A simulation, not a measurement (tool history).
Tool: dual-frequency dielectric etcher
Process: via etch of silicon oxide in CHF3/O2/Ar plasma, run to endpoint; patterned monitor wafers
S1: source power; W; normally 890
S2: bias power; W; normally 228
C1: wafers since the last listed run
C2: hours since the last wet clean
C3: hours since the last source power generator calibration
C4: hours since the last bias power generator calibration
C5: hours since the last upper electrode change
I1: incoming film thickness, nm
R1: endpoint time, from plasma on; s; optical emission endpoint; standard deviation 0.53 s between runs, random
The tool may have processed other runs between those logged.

run	hour	S1	S2	C1	C2	C3	C4	C5	I1	R1
1	0.0	1040	228	0	250.0	2767.4	4314.5	4912.3	468.5	166.2
2	6.1	1040	228	28	256.1	2773.5	4320.6	4918.4	466.8	165.4
3	13.8	1040	228	36	263.8	2781.2	4328.3	4926.1	458.1	162.4
4	20.7	820	267	32	270.7	2788.1	4335.2	4933.0	466.5	168.3
5	27.2	820	267	30	277.2	2794.6	4341.7	4939.5	467.2	168.9
6	38.0	820	267	50	288.0	2805.4	4352.5	4950.3	465.0	168.5
7	52.5	890	228	68	302.5	2819.9	4367.0	4964.8	468.4	173.9
8	59.6	890	228	33	309.6	2827.0	4374.1	4971.9	465.0	171.5
9	70.2	890	228	49	320.2	2837.6	4384.7	4982.5	464.7	171.4
10	86.3	890	228	75	336.3	2853.7	4400.8	4998.6	466.1	172.3
11	102.9	760	228	78	352.9	2870.3	4417.4	5015.2	460.4	177.3
12	110.1	890	271	33	360.1	2877.5	4424.6	5022.4	461.6	161.6
13	117.8	890	271	36	367.8	2885.2	4432.3	5030.1	465.2	163.5
14	128.8	890	271	51	378.8	2896.2	4443.3	5041.1	468.6	164.3
# hour 157.8: wet clean of the chamber
15	158.3	890	254	25	0.5	2925.7	4472.8	5070.6	465.1	169.4
16	158.8	890	254	2	1.0	2926.2	4473.3	5071.1	470.1	170.2
17	165.4	890	254	31	7.6	2932.8	4479.9	5077.7	468.0	169.9
# hour 200.8: upper electrode replaced
18	201.3	890	228	56	43.5	2968.7	4515.8	0.5	471.3	176.5

Run 19 is up next; what results do you expect?
19	201.7	980	189	1	43.9	2969.1	4516.2	0.9	464.0	?

{"run 19": {"R1": 177.5}}
Had the tool carried no hidden state, the very same run would have given R1 178.5 s.

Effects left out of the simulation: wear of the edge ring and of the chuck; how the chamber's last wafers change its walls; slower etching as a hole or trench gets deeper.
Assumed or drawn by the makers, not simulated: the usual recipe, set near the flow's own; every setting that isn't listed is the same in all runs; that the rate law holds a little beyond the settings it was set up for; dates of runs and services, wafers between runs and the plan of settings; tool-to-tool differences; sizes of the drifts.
